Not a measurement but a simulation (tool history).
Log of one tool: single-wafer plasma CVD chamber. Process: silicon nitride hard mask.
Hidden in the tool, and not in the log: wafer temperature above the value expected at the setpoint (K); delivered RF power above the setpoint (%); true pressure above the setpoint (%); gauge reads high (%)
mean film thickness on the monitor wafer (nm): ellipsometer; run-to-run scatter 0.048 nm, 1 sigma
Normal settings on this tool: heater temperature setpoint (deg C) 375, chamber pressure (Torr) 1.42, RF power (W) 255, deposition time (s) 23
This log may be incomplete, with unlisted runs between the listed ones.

run   hour  heater temperature setpoint (deg C)  chamber pressure (Torr)  RF power (W)  deposition time (s)  wafers since the last listed run  hours since the last thermocouple change  hours since the last RF generator calibration  hours since the last manometer calibration  hours since the showerhead was replaced  hours since the gauge calibration  read-back reference wafer on the same gauge, thickness_nm  mean film thickness on the monitor wafer (nm)
  1      0                                  375                     1.42           215                   23                                 0                                    1047.5                                         1289.3                                      1658.5                                   6608.2                              199.5                                                     23.287                                         19.144
  2   31.7                                  375                     1.42           215                   23                               645                                    1079.2                                           1321                                      1690.2                                   6639.9                              231.2                                                     23.301                                         19.201
  3   54.4                                  375                     1.42           255                   23                               462                                    1101.9                                         1343.7                                      1712.9                                   6662.6                              253.9                                                     23.306                                         21.915
  4   75.2                                  375                     1.42           255                   23                               423                                    1122.7                                         1364.5                                      1733.7                                   6683.4                              274.7                                                     23.293                                         21.864
  5   97.2                                  375                     1.42           255                   23                               447                                    1144.7                                         1386.5                                      1755.7                                   6705.4                              296.7                                                     23.287                                         21.787
  6  124.5                                  375                     1.42           255                   23                               555                                      1172                                         1413.8                                        1783                                   6732.7                                324                                                       23.3                                         21.963
  7  155.8                                  375                     1.42           255                   23                               637                                    1203.3                                         1445.1                                      1814.3                                     6764                              355.3                                                     23.305                                         21.768
  8  172.2                                  375                      1.5           255                   23                               333                                    1219.7                                         1461.5                                      1830.7                                   6780.4                              371.7                                                     23.298                                         22.194
  9  196.4                                  375                      1.5           255                   23                               492                                    1243.9                                         1485.7                                      1854.9                                   6804.6                              395.9                                                     23.291                                         22.152
 10  227.4                                  375                      1.5           255                   23                               631                                    1274.9                                         1516.7                                      1885.9                                   6835.6                              426.9                                                     23.288                                         22.188
 11  259.5                                  375                     1.42           255                 21.8                               653                                      1307                                         1548.8                                        1918                                   6867.7                                459                                                     23.298                                         20.669
     264.7  -- gauge calibrated
     280.6  -- RF generator calibrated
 12  281.1                                  375                     1.27           255                 19.2                               276                                    1328.6                                            0.5                                      1939.6                                   6889.3                               16.4                                                     23.282                                         18.407
 13  291.5                                  375                      1.5           255                   23                               211                                      1339                                           10.9                                        1950                                   6899.7                               26.8                                                     23.308                                         23.119
     300.3  -- capacitance manometer re-zeroed and calibrated
     324.4  -- thermocouple changed; heater temperature recalibrated
     325.5  -- showerhead replaced
 14    326                                  375                     1.42           255                   23                               355                                       1.6                                           45.4                                        25.7                                      0.5                               61.3                                                     23.297                                          22.72
 15  338.2                                  375                     1.42           255                   23                               248                                      13.8                                           57.6                                        37.9                                     12.7                               73.5                                                     23.314                                         22.677
 16  363.1                                  390                     1.07           295                 20.6                               506                                      38.7                                           82.5                                        62.8                                     37.6                               98.4                                                     23.307                                         20.585
 17  381.1                                  365                     1.13           255                   23                               366                                      56.7                                          100.5                                        80.8                                     55.6                              116.4                                                     23.292                                         21.209

Run 18 has not been measured yet. What should we expect?
 18  400.4                                  375                     1.42           255                   23                               392                                        76                                          119.8                                       100.1                                     74.9                              135.7                                                          ?                                              ?

Run 18 came out at read-back reference wafer on the same gauge, thickness_nm 23.293, mean film thickness on the monitor wafer (nm) 22.58.
On a tool with no hidden condition, and with the same random variation, this run would have come out at mean film thickness on the monitor wafer (nm) 22.854.

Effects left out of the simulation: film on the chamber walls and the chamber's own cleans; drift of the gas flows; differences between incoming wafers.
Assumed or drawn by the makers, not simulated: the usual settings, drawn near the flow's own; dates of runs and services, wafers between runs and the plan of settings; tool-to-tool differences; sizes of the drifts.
